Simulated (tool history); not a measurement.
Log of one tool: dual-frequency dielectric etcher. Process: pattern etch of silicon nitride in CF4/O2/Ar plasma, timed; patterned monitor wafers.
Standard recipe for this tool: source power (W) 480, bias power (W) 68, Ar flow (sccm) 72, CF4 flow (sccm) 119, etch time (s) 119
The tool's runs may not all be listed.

| run | hour | source power (W) | bias power (W) | Ar flow (sccm) | CF4 flow (sccm) | etch time (s) | wafers since the last listed run | hours since the last wet clean | hours since the last source power generator calibration | hours since the last bias power generator calibration | hours since the last Ar flow controller change | hours since the last CF4 flow controller change | hours since the last upper electrode change | hours since the gauge calibration | read-back reference wafer on the same gauge, depth_nm | mean etch depth across the wafer (nm) |
|---|---|---|---|---|---|---|---|---|---|---|---|---|---|---|---|---|
| 1 | 0 | 530 | 68 | 72 | 119 | 119 | 0 | 193.1 | 3015.6 | 4243.2 | 1327.8 | 5054.1 | 1810.2 | 1360.7 | 208.1 | 243.5 |
| 2 | 61.3 | 530 | 68 | 72 | 119 | 119 | 714 | 254.4 | 3076.9 | 4304.5 | 1389.1 | 5115.4 | 1871.5 | 1422 | 208.1 | 244.6 |
| 3 | 95.2 | 480 | 68 | 72 | 119 | 119 | 395 | 288.3 | 3110.8 | 4338.4 | 1423 | 5149.3 | 1905.4 | 1455.9 | 207.8 | 218.4 |
|  | 104.5 | gauge calibrated |
| 4 | 127.1 | 480 | 68 | 62 | 119 | 119 | 371 | 320.2 | 3142.7 | 4370.3 | 1454.9 | 5181.2 | 1937.3 | 22.6 | 207.9 | 223.8 |
|  | 169.6 | bias power generator calibrated |
| 5 | 232.5 | 480 | 68 | 62 | 119 | 119 | 1181 | 425.6 | 3248.1 | 62.9 | 1560.3 | 5286.6 | 2042.7 | 128 | 208.1 | 223.5 |
| 6 | 293.7 | 480 | 68 | 62 | 119 | 119 | 713 | 486.8 | 3309.3 | 124.1 | 1621.5 | 5347.8 | 2103.9 | 189.2 | 208 | 218.7 |
|  | 300.5 | source power generator calibrated |
| 7 | 363.2 | 480 | 83 | 83 | 119 | 119 | 763 | 556.3 | 62.7 | 193.6 | 1691 | 5417.3 | 2173.4 | 258.7 | 208.1 | 252.2 |
|  | 397.3 | wet clean of the chamber |
| 8 | 399.9 | 480 | 68 | 62 | 119 | 119 | 148 | 2.6 | 99.4 | 230.3 | 1727.7 | 5454 | 2210.1 | 295.4 | 208 | 237.5 |
| 9 | 436.3 | 480 | 68 | 72 | 119 | 119 | 424 | 39 | 135.8 | 266.7 | 1764.1 | 5490.4 | 2246.5 | 331.8 | 207.9 | 230.3 |
|  | 474.9 | CF4 flow controller replaced |
| 10 | 492.3 | 480 | 60 | 72 | 97 | 119 | 582 | 95 | 191.8 | 322.7 | 1820.1 | 17.4 | 2302.5 | 387.8 | 207.8 | 211.3 |
| 11 | 561.5 | 480 | 68 | 72 | 119 | 119 | 806 | 164.2 | 261 | 391.9 | 1889.3 | 86.6 | 2371.7 | 457 | 208 | 231.6 |
|  | 597.4 | Ar flow controller replaced |
| 12 | 626.4 | 480 | 68 | 86 | 119 | 119 | 686 | 229.1 | 325.9 | 456.8 | 29 | 151.5 | 2436.6 | 521.9 | 207.9 | 225.3 |
| 13 | 697.4 | 430 | 63 | 56 | 119 | 92 | 827 | 300.1 | 396.9 | 527.8 | 100 | 222.5 | 2507.6 | 592.9 | 207.9 | 156.7 |
|  | 888.6 | wet clean of the chamber |
|  | 926.3 | upper electrode replaced |
| 14 | 926.8 | 530 | 83 | 83 | 119 | 85 | 2114 | 38.2 | 626.3 | 757.2 | 329.4 | 451.9 | 0.5 | 822.3 | 207.9 | 199.8 |
| 15 | 977.2 | 570 | 81 | 64 | 119 | 119 | 587 | 88.6 | 676.7 | 807.6 | 379.8 | 502.3 | 50.9 | 872.7 | 208 | 303 |
| 16 | 1040.5 | 580 | 74 | 82 | 119 | 119 | 737 | 151.9 | 740 | 870.9 | 443.1 | 565.6 | 114.2 | 936 | 208.1 | 286.6 |
| 17 | 1068.7 | 480 | 68 | 83 | 119 | 151 | 328 | 180.1 | 768.2 | 899.1 | 471.3 | 593.8 | 142.4 | 964.2 | 208 | 287.2 |
| 18 | 1108.5 | 380 | 68 | 72 | 119 | 119 | 463 | 219.9 | 808 | 938.9 | 511.1 | 633.6 | 182.2 | 1004 | 208 | 180.5 |
| 19 | 1173.5 | 480 | 74 | 62 | 119 | 141.5 | 757 | 284.9 | 873 | 1003.9 | 576.1 | 698.6 | 247.2 | 1069 | 208 | 288.3 |
| 20 | 1241.6 | 420 | 77 | 72 | 98 | 97 | 793 | 353 | 941.1 | 1072 | 644.2 | 766.7 | 315.3 | 1137.1 | 208.1 | 173.2 |
| 21 | 1380.9 | 450 | 68 | 64 | 119 | 140.5 | 1623 | 492.3 | 1080.4 | 1211.3 | 783.5 | 906 | 454.6 | 1276.4 | 208.1 | 258.1 |
| 22 | 1418 | 480 | 68 | 72 | 119 | 119 | 432 | 529.4 | 1117.5 | 1248.4 | 820.6 | 943.1 | 491.7 | 1313.5 | 208 | 230.9 |

3 options for the next run, each taken on its own from the tool as it stands now. Forecast them:
| A | 1418.4 | 480 | 68 | 72 | 119 | 119 | 4 | 529.8 | 1117.9 | 1248.8 | 821 | 943.5 | 492.1 | 1313.9 | ? | ? |
| B | 1418.4 | 480 | 80 | 61 | 135 | 87.5 | 4 | 529.8 | 1117.9 | 1248.8 | 821 | 943.5 | 492.1 | 1313.9 | ? | ? |
| C | 1418.4 | 480 | 54 | 89 | 119 | 119 | 4 | 529.8 | 1117.9 | 1248.8 | 821 | 943.5 | 492.1 | 1313.9 | ? | ? |

| run | read-back reference wafer on the same gauge, depth_nm | mean etch depth across the wafer (nm) |
|---|---|---|
| A | 208.1 | 232.1 |
| B | 208.1 | 190.4 |
| C | 208.1 | 198.9 |
Stripped of hidden state, with their random variation kept, the same runs would have yielded:
| run | mean etch depth across the wafer (nm) |
|---|---|
| A | 232.6 |
| B | 190.8 |
| C | 199.4 |

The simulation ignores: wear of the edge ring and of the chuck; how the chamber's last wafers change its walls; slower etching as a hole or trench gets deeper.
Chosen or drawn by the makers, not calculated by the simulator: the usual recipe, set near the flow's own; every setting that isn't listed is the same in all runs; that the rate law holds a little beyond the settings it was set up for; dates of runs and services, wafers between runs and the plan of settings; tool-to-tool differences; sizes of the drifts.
